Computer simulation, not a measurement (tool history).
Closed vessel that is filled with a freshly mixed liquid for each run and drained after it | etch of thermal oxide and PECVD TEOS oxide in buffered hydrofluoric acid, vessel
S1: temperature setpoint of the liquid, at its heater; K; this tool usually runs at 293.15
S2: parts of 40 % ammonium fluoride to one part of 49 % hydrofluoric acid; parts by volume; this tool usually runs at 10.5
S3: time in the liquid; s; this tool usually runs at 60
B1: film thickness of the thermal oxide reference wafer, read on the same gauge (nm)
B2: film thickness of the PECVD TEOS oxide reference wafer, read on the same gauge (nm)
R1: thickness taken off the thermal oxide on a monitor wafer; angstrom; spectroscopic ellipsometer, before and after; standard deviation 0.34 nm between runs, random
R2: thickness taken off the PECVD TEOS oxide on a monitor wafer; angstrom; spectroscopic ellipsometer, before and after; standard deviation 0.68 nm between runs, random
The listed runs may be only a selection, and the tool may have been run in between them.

run 1 hour=0 | S1=293.15 S2=10.5 S3=60 | B1=150 B2=50.03 | R1=530.9 R2=1014.5
run 2 hour=19.8 | S1=293.15 S2=10.5 S3=60 | B1=150.02 B2=50.02 | R1=533.6 R2=1018.9
run 3 hour=35.3 | S1=293.15 S2=10.5 S3=45 | B1=149.99 B2=49.94 | R1=402.9 R2=760.4
run 4 hour=50.3 | S1=293.15 S2=10.5 S3=60 | B1=149.97 B2=50.02 | R1=534.3 R2=1018.6
run 5 hour=66.2 | S1=293.15 S2=10.5 S3=60 | B1=150 B2=49.98 | R1=529 R2=1003.9
run 6 hour=85.7 | S1=293.15 S2=10.5 S3=60 | B1=150 B2=49.98 | R1=527.2 R2=1014.9
run 7 hour=98.8 | S1=290.65 S2=12.5 S3=60 | B1=150 B2=50.01 | R1=385.6 R2=742.1
run 8 hour=123.5 | S1=293.15 S2=10.5 S3=60 | B1=150 B2=50.04 | R1=534.4 R2=1022.1
run 9 hour=138.4 | S1=293.15 S2=10.5 S3=60 | B1=150.01 B2=49.99 | R1=530.1 R2=1013.8
-- hour=155.4 gauge calibrated
run 10 hour=155.9 | S1=293.15 S2=10.5 S3=90 | B1=150.01 B2=49.99 | R1=801.2 R2=1524.8
-- hour=180.1 thermometer replaced
-- hour=182 hydrofluoric acid flow meter replaced
run 11 hour=208.5 | S1=296.15 S2=13 S3=60 | B1=150.03 B2=49.98 | R1=508.7 R2=977.2
run 12 hour=225.3 | S1=290.15 S2=12.5 S3=30 | B1=149.98 B2=49.97 | R1=190.5 R2=364.8
run 13 hour=249.5 | S1=295.65 S2=10.5 S3=40 | B1=150 B2=50.04 | R1=407.4 R2=780.8
run 14 hour=274.1 | S1=293.15 S2=10.5 S3=60 | B1=150.03 B2=50.01 | R1=530.8 R2=1017.8
run 15 hour=307.8 | S1=295.15 S2=10.5 S3=60 | B1=150.01 B2=50.03 | R1=595.4 R2=1136.3
run 16 hour=326.2 | S1=290.15 S2=13.5 S3=80 | B1=150 B2=49.97 | R1=462.4 R2=890.4
run 17 hour=355.7 | S1=293.15 S2=10.5 S3=85 | B1=149.99 B2=49.94 | R1=751.8 R2=1451.8
run 18 hour=385 | S1=293.15 S2=10.5 S3=60 | B1=150.02 B2=49.98 | R1=531.7 R2=1003.1
run 19 hour=405.7 | S1=295.65 S2=10.5 S3=30 | B1=149.98 B2=50.01 | R1=304.8 R2=592.4

What if the next run were any one of these 5? Each begins from the tool's condition after run 19:
run A hour=406.4 | S1=293.15 S2=10.5 S3=60 | B1=? B2=? | R1=? R2=?
run B hour=406.4 | S1=297.15 S2=8.5 S3=50 | B1=? B2=? | R1=? R2=?
run C hour=406.4 | S1=293.15 S2=10.5 S3=80 | B1=? B2=? | R1=? R2=?
run D hour=406.4 | S1=290.15 S2=9.5 S3=40 | B1=? B2=? | R1=? R2=?
run E hour=406.4 | S1=293.15 S2=10.5 S3=70 | B1=? B2=? | R1=? R2=?

run=A B1=150.01 B2=50.01 R1=531.5 R2=1012.3
run=B B1=150.01 B2=50.01 R1=658.6 R2=1254.5
run=C B1=150.01 B2=50.01 R1=708.6 R2=1349.7
run=D B1=150.01 B2=50.01 R1=323.9 R2=616.9
run=E B1=150.01 B2=50.01 R1=620 R2=1181
Without the tool's unlogged condition, the same runs would have read:
run=A R1=531.5 R2=1012.3
run=B R1=658.6 R2=1254.5
run=C R1=708.6 R2=1349.7
run=D R1=323.9 R2=616.9
run=E R1=620 R2=1181

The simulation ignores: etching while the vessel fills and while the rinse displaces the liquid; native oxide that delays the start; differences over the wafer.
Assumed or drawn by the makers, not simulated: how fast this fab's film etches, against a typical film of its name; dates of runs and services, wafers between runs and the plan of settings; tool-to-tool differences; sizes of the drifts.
